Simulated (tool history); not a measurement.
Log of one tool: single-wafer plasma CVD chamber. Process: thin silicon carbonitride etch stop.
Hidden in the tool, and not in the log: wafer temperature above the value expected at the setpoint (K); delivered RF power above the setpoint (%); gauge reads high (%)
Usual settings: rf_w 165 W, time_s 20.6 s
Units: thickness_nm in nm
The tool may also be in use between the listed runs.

| run | day | rf_w | time_s | wafers since the last listed run | hours since the last thermocouple change | hours since the last RF generator calibration | hours since the showerhead was replaced | hours since the gauge calibration | read-back reference wafer on the same gauge, thickness_nm | thickness_nm |
|---|---|---|---|---|---|---|---|---|---|---|
| 1 | 0.000 | 165 | 20.6 | 0 | 1322.5 | 373.0 | 3746.7 | 397.9 | 11.610 | 12.450 |
| 2 | 2.246 | 165 | 20.6 | 1189 | 1376.4 | 426.9 | 3800.6 | 451.8 | 11.586 | 12.367 |
| 3 | 4.638 | 165 | 20.6 | 1266 | 1433.8 | 484.3 | 3858.0 | 509.2 | 11.600 | 12.385 |
| 4 | 7.471 | 165 | 20.6 | 1500 | 1501.8 | 552.3 | 3926.0 | 577.2 | 11.606 | 12.389 |
| 5 | 9.229 | 165 | 20.6 | 930 | 1544.0 | 594.5 | 3968.2 | 619.4 | 11.603 | 12.370 |
| 6 | 10.288 | 165 | 20.6 | 560 | 1569.4 | 619.9 | 3993.6 | 644.8 | 11.612 | 12.437 |
| 7 | 11.825 | 165 | 20.6 | 814 | 1606.3 | 656.8 | 4030.5 | 681.7 | 11.593 | 12.441 |
| 8 | 13.679 | 165 | 22.1 | 981 | 1650.8 | 701.3 | 4075.0 | 726.2 | 11.602 | 13.195 |
| 9 | 18.108 | 165 | 20.6 | 2345 | 1757.1 | 807.6 | 4181.3 | 832.5 | 11.597 | 12.399 |
| 10 | 19.258 | 165 | 20.6 | 608 | 1784.7 | 835.2 | 4208.9 | 860.1 | 11.594 | 12.283 |
| 11 | 21.325 | 165 | 20.6 | 1094 | 1834.3 | 884.8 | 4258.5 | 909.7 | 11.596 | 12.325 |
| 12 | 22.483 | 175 | 22.5 | 613 | 1862.1 | 912.6 | 4286.3 | 937.5 | 11.598 | 13.701 |
| 13 | 24.042 | 175 | 22.5 | 825 | 1899.5 | 950.0 | 4323.7 | 974.9 | 11.603 | 13.593 |
| 14 | 25.879 | 175 | 22.5 | 972 | 1943.6 | 994.1 | 4367.8 | 1019.0 | 11.613 | 13.533 |
| 15 | 27.238 | 150 | 20.6 | 719 | 1976.2 | 1026.7 | 4400.4 | 1051.6 | 11.603 | 11.955 |
|  | 28.321 | RF generator calibrated |
| 16 | 29.654 | 150 | 20.6 | 1103 | 2034.2 | 32.0 | 4458.4 | 1109.6 | 11.602 | 12.245 |
| 17 | 31.300 | 155 | 24.0 | 871 | 2073.7 | 71.5 | 4497.9 | 1149.1 | 11.597 | 14.329 |
| 18 | 34.200 | 150 | 16.8 | 1535 | 2143.3 | 141.1 | 4567.5 | 1218.7 | 11.605 | 9.892 |
| 19 | 41.550 | 165 | 23.8 | 3891 | 2319.7 | 317.5 | 4743.9 | 1395.1 | 11.608 | 14.403 |
|  | 43.162 | thermocouple changed; heater temperature recalibrated |
| 20 | 44.117 | 145 | 16.5 | 1182 | 22.9 | 379.1 | 4805.5 | 1456.7 | 11.581 | 9.644 |
| 21 | 46.333 | 185 | 22.9 | 1173 | 76.1 | 432.3 | 4858.7 | 1509.9 | 11.614 | 14.299 |
| 22 | 48.100 | 165 | 20.6 | 935 | 118.5 | 474.7 | 4901.1 | 1552.3 | 11.584 | 12.388 |
|  | 48.817 | showerhead replaced |
| 23 | 50.292 | 175 | 19.4 | 983 | 171.1 | 527.3 | 35.4 | 1604.9 | 11.591 | 11.821 |
| 24 | 51.492 | 195 | 19.1 | 635 | 199.9 | 556.1 | 64.2 | 1633.7 | 11.605 | 11.984 |
|  | 51.971 | gauge calibrated |
| 25 | 53.488 | 155 | 19.1 | 1056 | 247.8 | 604.0 | 112.1 | 36.4 | 11.584 | 11.257 |
| 26 | 55.838 | 145 | 20.6 | 1244 | 304.2 | 660.4 | 168.5 | 92.8 | 11.598 | 11.879 |
| 27 | 57.629 | 150 | 20.6 | 948 | 347.2 | 703.4 | 211.5 | 135.8 | 11.592 | 12.076 |
| 28 | 58.688 | 165 | 20.6 | 560 | 372.6 | 728.8 | 236.9 | 161.2 | 11.604 | 12.271 |
| 29 | 61.492 | 195 | 24.2 | 1484 | 439.9 | 796.1 | 304.2 | 228.5 | 11.595 | 15.198 |
| 30 | 63.012 | 165 | 20.6 | 805 | 476.4 | 832.6 | 340.7 | 265.0 | 11.604 | 12.290 |
| 31 | 66.229 | 140 | 22.9 | 1703 | 553.6 | 909.8 | 417.9 | 342.2 | 11.599 | 13.135 |
| 32 | 69.229 | 190 | 22.8 | 1588 | 625.6 | 981.8 | 489.9 | 414.2 | 11.610 | 14.153 |

Forecast each of these 5 alternatives for the next run:
| A | 69.246 | 155 | 20.6 | 8 | 626.0 | 982.2 | 490.3 | 414.6 | ? | ? |
| B | 69.246 | 135 | 23.2 | 8 | 626.0 | 982.2 | 490.3 | 414.6 | ? | ? |
| C | 69.246 | 185 | 23.6 | 8 | 626.0 | 982.2 | 490.3 | 414.6 | ? | ? |
| D | 69.246 | 150 | 24.7 | 8 | 626.0 | 982.2 | 490.3 | 414.6 | ? | ? |
| E | 69.246 | 150 | 22.0 | 8 | 626.0 | 982.2 | 490.3 | 414.6 | ? | ? |

| run | read-back reference wafer on the same gauge, thickness_nm | thickness_nm |
|---|---|---|
| A | 11.601 | 12.063 |
| B | 11.601 | 13.084 |
| C | 11.601 | 14.510 |
| D | 11.601 | 14.334 |
| E | 11.601 | 12.767 |
Without the tool's hidden state the same runs would have given:
| run | thickness_nm |
|---|---|
| A | 12.315 |
| B | 13.358 |
| C | 14.814 |
| D | 14.634 |
| E | 13.035 |
